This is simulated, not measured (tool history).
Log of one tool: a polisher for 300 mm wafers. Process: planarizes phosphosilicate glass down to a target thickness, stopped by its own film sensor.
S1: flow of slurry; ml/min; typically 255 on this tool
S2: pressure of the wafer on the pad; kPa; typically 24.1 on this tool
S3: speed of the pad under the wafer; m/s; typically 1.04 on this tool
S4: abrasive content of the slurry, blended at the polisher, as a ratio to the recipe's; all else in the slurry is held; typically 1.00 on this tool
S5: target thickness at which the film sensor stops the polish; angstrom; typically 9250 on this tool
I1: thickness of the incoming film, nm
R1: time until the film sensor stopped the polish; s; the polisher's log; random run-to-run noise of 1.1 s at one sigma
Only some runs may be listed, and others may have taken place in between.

run,day,S1,S2,S3,S4,S5,I1,R1
1,0.000,255,24.1,1.04,1.00,9250,1837.9,104.3
2,1.283,255,24.1,1.04,1.00,9250,1850.9,109.1
# day 1.633: worn pad replaced by a new one
3,2.342,255,24.1,1.04,1.00,9250,1845.7,103.2
4,3.029,255,24.1,1.04,1.00,9250,1882.5,108.6
5,3.879,215,24.1,1.04,1.00,9250,1842.2,110.4
6,5.133,215,24.1,1.04,1.00,9250,1850.8,112.5
7,6.121,255,24.1,1.04,1.00,9250,1855.7,112.9
8,7.425,255,24.1,1.04,1.00,9250,1895.0,118.9
# day 8.538: conditioning disc replaced and pad reconditioned
9,8.558,255,24.1,1.04,1.00,9250,1868.8,119.9
# day 8.729: slurry nozzle cleaned
# day 8.829: worn pad replaced by a new one
10,9.708,255,24.1,1.04,1.00,9250,1862.8,105.8
11,11.000,255,24.1,1.04,1.00,9250,1872.7,111.1
12,11.871,255,27.6,1.04,1.00,9250,1880.6,98.9
# day 12.012: head pressure recalibrated
13,12.958,255,24.1,1.04,1.00,9250,1871.3,113.9
# day 13.771: slurry blender recalibrated
14,13.792,255,19.3,1.04,1.00,9250,1885.4,132.7
15,14.567,255,24.1,1.04,1.00,9250,1869.0,106.0
16,15.138,325,24.1,1.04,1.00,9250,1839.8,102.5
# day 15.433: worn pad replaced by a new one
17,16.500,255,24.1,1.04,0.80,9250,1887.7,127.0
18,17.617,255,24.1,1.04,1.25,9250,1838.4,86.7
19,18.550,255,27.6,1.32,0.85,9250,1853.3,86.2
20,19.104,255,20.7,1.04,1.00,11560,1884.5,95.5
21,20.383,345,31.7,0.88,1.00,11550,1892.6,73.7
# day 21.025: worn pad replaced by a new one
22,21.138,300,31.7,1.24,1.00,7100,1874.6,80.7

Consider 3 possible next runs. They are alternatives, not a sequence: every one starts from the tool as it was left by run 22. What does each give?
A,21.154,255,32.4,1.04,1.00,9250,1857.0,?
B,21.154,175,26.9,1.04,1.10,12060,1857.0,?
C,21.154,255,17.9,1.04,1.00,9250,1857.0,?

run,R1
A,75.4
B,62.2
C,136.2
Without the tool's unlogged condition, the same runs would have read:
run,R1
A,69.8
B,58.0
C,126.2

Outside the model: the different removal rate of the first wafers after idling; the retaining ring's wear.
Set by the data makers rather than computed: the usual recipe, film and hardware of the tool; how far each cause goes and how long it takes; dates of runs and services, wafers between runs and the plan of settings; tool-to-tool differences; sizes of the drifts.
